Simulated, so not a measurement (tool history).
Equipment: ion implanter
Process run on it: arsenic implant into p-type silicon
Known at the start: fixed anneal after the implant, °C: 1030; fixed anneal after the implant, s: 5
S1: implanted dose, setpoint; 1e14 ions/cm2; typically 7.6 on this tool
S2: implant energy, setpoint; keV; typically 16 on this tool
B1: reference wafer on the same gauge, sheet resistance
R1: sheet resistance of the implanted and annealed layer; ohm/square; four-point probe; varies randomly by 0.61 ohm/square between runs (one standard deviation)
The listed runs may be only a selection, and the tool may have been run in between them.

| run | hour | S1 | S2 | B1 | R1 |
|---|---|---|---|---|---|
| 1 | 0 | 7.6 | 16 | 202.88 | 182.5 |
| 2 | 71.1 | 7.6 | 16 | 203.23 | 183.19 |
| 3 | 111.9 | 7.6 | 16 | 203.23 | 183.32 |
| 4 | 195.5 | 7.6 | 12.5 | 202.93 | 191.6 |
| 5 | 236.5 | 7.6 | 12.5 | 202.88 | 192.43 |
|  | 300.4 | gauge calibrated |
| 6 | 339.3 | 7.6 | 12.5 | 203.23 | 192.59 |
| 7 | 439.3 | 7.6 | 16 | 202.99 | 185.23 |
| 8 | 540.6 | 6.55 | 20 | 202.93 | 193.02 |

Forecast run 9:
|  | 567.2 | extraction supply calibrated |
| 9 | 586.4 | 7.6 | 17.5 | ? | ? |

B1: 202.92
R1: 180.63 ohm/square
Were there no unlogged condition in the tool, this run, its random variation unchanged, would have produced R1 175.47 ohm/square.
